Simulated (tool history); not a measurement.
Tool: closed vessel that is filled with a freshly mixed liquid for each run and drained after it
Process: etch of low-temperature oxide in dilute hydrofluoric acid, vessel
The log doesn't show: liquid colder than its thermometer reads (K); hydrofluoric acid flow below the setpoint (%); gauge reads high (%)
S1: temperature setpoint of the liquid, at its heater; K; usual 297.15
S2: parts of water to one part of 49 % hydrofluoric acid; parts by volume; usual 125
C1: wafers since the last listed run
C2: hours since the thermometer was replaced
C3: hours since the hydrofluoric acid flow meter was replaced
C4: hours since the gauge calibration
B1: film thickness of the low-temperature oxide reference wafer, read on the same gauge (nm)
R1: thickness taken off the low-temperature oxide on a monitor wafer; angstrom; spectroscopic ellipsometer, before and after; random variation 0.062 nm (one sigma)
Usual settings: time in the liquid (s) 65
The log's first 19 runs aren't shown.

run 20 hour=1591 | S1=297.15 S2=125 time_in_the_liquid_(s)=65 | C1=8936 C2=1347.2 C3=245.4 C4=874.6 | B1=120.01 | R1=72.8
-- hour=1610 thermometer replaced
run 21 hour=1720.5 | S1=295.15 S2=185 time_in_the_liquid_(s)=85 | C1=14554 C2=110.5 C3=374.9 C4=1004.1 | B1=120.05 | R1=55.1
run 22 hour=1811.2 | S1=298.65 S2=75 time_in_the_liquid_(s)=65 | C1=10273 C2=201.2 C3=465.6 C4=1094.8 | B1=120.02 | R1=137.8
run 23 hour=1854.2 | S1=297.15 S2=80 time_in_the_liquid_(s)=65 | C1=4870 C2=244.2 C3=508.6 C4=1137.8 | B1=120.02 | R1=118
run 24 hour=1908 | S1=297.15 S2=180 time_in_the_liquid_(s)=65 | C1=6093 C2=298 C3=562.4 C4=1191.6 | B1=120.01 | R1=46.7
run 25 hour=1962.7 | S1=297.15 S2=145 time_in_the_liquid_(s)=65 | C1=6195 C2=352.7 C3=617.1 C4=1246.3 | B1=120 | R1=59.8
run 26 hour=2064.1 | S1=297.15 S2=125 time_in_the_liquid_(s)=65 | C1=11485 C2=454.1 C3=718.5 C4=1347.7 | B1=120.01 | R1=70.4
run 27 hour=2149.1 | S1=292.65 S2=70 time_in_the_liquid_(s)=35 | C1=9627 C2=539.1 C3=803.5 C4=1432.7 | B1=120 | R1=59.9
run 28 hour=2207 | S1=300.65 S2=70 time_in_the_liquid_(s)=65 | C1=6558 C2=597 C3=861.4 C4=1490.6 | B1=120.01 | R1=155.7
run 29 hour=2257.6 | S1=301.15 S2=160 time_in_the_liquid_(s)=40 | C1=5731 C2=647.6 C3=912 C4=1541.2 | B1=120.01 | R1=36.6
-- hour=2265.4 hydrofluoric acid flow meter replaced
run 30 hour=2361.4 | S1=297.15 S2=125 time_in_the_liquid_(s)=40 | C1=11643 C2=751.4 C3=96 C4=1645 | B1=119.97 | R1=45.6
run 31 hour=2505.1 | S1=300.65 S2=65 time_in_the_liquid_(s)=65 | C1=16276 C2=895.1 C3=239.7 C4=1788.7 | B1=120.01 | R1=174.5
run 32 hour=2678.4 | S1=299.65 S2=165 time_in_the_liquid_(s)=90 | C1=19629 C2=1068.4 C3=413 C4=1962 | B1=120.04 | R1=79.9
run 33 hour=2714.6 | S1=300.65 S2=125 time_in_the_liquid_(s)=75 | C1=4100 C2=1104.6 C3=449.2 C4=1998.2 | B1=120.02 | R1=95.5

Forecast each of these 3 alternatives for the next run:
run A hour=2715.3 | S1=297.15 S2=125 time_in_the_liquid_(s)=65 | C1=79 C2=1105.3 C3=449.9 C4=1998.9 | B1=? | R1=?
run B hour=2715.3 | S1=294.15 S2=100 time_in_the_liquid_(s)=80 | C1=79 C2=1105.3 C3=449.9 C4=1998.9 | B1=? | R1=?
run C hour=2715.3 | S1=295.65 S2=125 time_in_the_liquid_(s)=35 | C1=79 C2=1105.3 C3=449.9 C4=1998.9 | B1=? | R1=?

run=A B1=119.99 R1=72
run=B B1=119.99 R1=101.2
run=C B1=119.99 R1=36.5
Without the tool's hidden state the same runs would have given:
run=A R1=74.4
run=B R1=104.5
run=C R1=37.8

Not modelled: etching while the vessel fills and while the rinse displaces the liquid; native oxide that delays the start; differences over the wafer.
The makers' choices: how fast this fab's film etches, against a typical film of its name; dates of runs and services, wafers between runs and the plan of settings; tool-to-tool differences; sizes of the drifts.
